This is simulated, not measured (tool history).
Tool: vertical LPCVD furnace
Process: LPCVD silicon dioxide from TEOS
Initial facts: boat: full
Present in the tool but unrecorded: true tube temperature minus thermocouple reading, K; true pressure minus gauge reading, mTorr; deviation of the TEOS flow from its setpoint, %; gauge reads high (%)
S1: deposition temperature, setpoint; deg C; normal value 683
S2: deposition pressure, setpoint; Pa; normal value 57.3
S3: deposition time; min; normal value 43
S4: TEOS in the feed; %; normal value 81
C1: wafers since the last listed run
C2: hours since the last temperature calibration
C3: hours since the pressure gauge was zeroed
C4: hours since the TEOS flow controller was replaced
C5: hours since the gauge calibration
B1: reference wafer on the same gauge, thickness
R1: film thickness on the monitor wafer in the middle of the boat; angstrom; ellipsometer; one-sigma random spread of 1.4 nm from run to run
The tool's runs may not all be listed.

{"run": 1, "hour": 0.0, "S1": 683, "S2": 57.3, "S3": 39, "S4": 81, "C1": 0, "C2": 1664.1, "C3": 1542.7, "C4": 1855.7, "C5": 149.7, "B1": 271.12, "R1": 2935.7}
{"hour": 53.0, "done": "pressure gauge zeroed"}
{"hour": 73.9, "done": "thermocouples replaced and temperature profile calibrated"}
{"run": 2, "hour": 74.4, "S1": 683, "S2": 57.3, "S3": 39, "S4": 81, "C1": 497, "C2": 0.5, "C3": 21.4, "C4": 1930.1, "C5": 224.1, "B1": 270.32, "R1": 2681.6}
{"run": 3, "hour": 78.9, "S1": 683, "S2": 57.3, "S3": 37.5, "S4": 81, "C1": 76, "C2": 5, "C3": 25.9, "C4": 1934.6, "C5": 228.6, "B1": 270.83, "R1": 2575.1}
{"run": 4, "hour": 83.4, "S1": 683, "S2": 57.3, "S3": 37.5, "S4": 81, "C1": 76, "C2": 9.5, "C3": 30.4, "C4": 1939.1, "C5": 233.1, "B1": 271.23, "R1": 2588.4}
{"run": 5, "hour": 88.2, "S1": 683, "S2": 57.3, "S3": 37.5, "S4": 81, "C1": 81, "C2": 14.3, "C3": 35.2, "C4": 1943.9, "C5": 237.9, "B1": 270.83, "R1": 2580.4}
{"run": 6, "hour": 94.9, "S1": 683, "S2": 57.3, "S3": 53.5, "S4": 81, "C1": 113, "C2": 21, "C3": 41.9, "C4": 1950.6, "C5": 244.6, "B1": 270.58, "R1": 3638.1}
{"run": 7, "hour": 103.2, "S1": 679, "S2": 57.3, "S3": 43, "S4": 93, "C1": 140, "C2": 29.3, "C3": 50.2, "C4": 1958.9, "C5": 252.9, "B1": 271.35, "R1": 2863.9}
{"run": 8, "hour": 121.7, "S1": 683, "S2": 52.7, "S3": 43, "S4": 81, "C1": 312, "C2": 47.8, "C3": 68.7, "C4": 1977.4, "C5": 271.4, "B1": 271.47, "R1": 2858.3}
{"run": 9, "hour": 139.7, "S1": 683, "S2": 57.3, "S3": 43, "S4": 81, "C1": 304, "C2": 65.8, "C3": 86.7, "C4": 1995.4, "C5": 289.4, "B1": 271.75, "R1": 2956.6}
{"run": 10, "hour": 158.1, "S1": 687, "S2": 57.3, "S3": 43, "S4": 91, "C1": 310, "C2": 84.2, "C3": 105.1, "C4": 2013.8, "C5": 307.8, "B1": 270.44, "R1": 3475.3}
{"run": 11, "hour": 170.6, "S1": 683, "S2": 57.3, "S3": 43, "S4": 92, "C1": 211, "C2": 96.7, "C3": 117.6, "C4": 2026.3, "C5": 320.3, "B1": 270.69, "R1": 3166.5}
{"run": 12, "hour": 183.7, "S1": 683, "S2": 70.7, "S3": 43, "S4": 81, "C1": 221, "C2": 109.8, "C3": 130.7, "C4": 2039.4, "C5": 333.4, "B1": 271.29, "R1": 3330.2}
{"run": 13, "hour": 195.8, "S1": 677, "S2": 57.3, "S3": 29, "S4": 81, "C1": 204, "C2": 121.9, "C3": 142.8, "C4": 2051.5, "C5": 345.5, "B1": 271.47, "R1": 1748.1}
{"hour": 224.5, "done": "TEOS flow controller replaced"}
{"run": 14, "hour": 225.0, "S1": 691, "S2": 45.3, "S3": 43, "S4": 81, "C1": 87, "C2": 151.1, "C3": 172, "C4": 0.5, "C5": 374.7, "B1": 271.03, "R1": 3239.9}
{"run": 15, "hour": 229.5, "S1": 683, "S2": 62, "S3": 29.5, "S4": 81, "C1": 76, "C2": 155.6, "C3": 176.5, "C4": 5, "C5": 379.2, "B1": 270.6, "R1": 2155.9}
{"run": 16, "hour": 244.4, "S1": 694, "S2": 71.3, "S3": 30, "S4": 68, "C1": 251, "C2": 170.5, "C3": 191.4, "C4": 19.9, "C5": 394.1, "B1": 271.67, "R1": 2792.2}
{"run": 17, "hour": 252.7, "S1": 686, "S2": 66, "S3": 33, "S4": 73, "C1": 140, "C2": 178.8, "C3": 199.7, "C4": 28.2, "C5": 402.4, "B1": 270.68, "R1": 2526.4}
{"hour": 259.4, "done": "gauge calibrated"}
{"run": 18, "hour": 263.1, "S1": 692, "S2": 66.7, "S3": 43, "S4": 92, "C1": 175, "C2": 189.2, "C3": 210.1, "C4": 38.6, "C5": 3.7, "B1": 271.07, "R1": 4285.9}
{"run": 19, "hour": 281.8, "S1": 679, "S2": 69.3, "S3": 29, "S4": 95, "C1": 315, "C2": 207.9, "C3": 228.8, "C4": 57.3, "C5": 22.4, "B1": 270.79, "R1": 2215.9}

Predict the results of run 20:
{"run": 20, "hour": 295.7, "S1": 683, "S2": 57.3, "S3": 43, "S4": 81, "C1": 234, "C2": 221.8, "C3": 242.7, "C4": 71.2, "C5": 36.3, "B1": "?", "R1": "?"}

Run 20 gave B1 270.9, R1 3012.9 angstrom.
Were there no unlogged condition in the tool, this run, its random variation unchanged, would have produced R1 2916 angstrom.
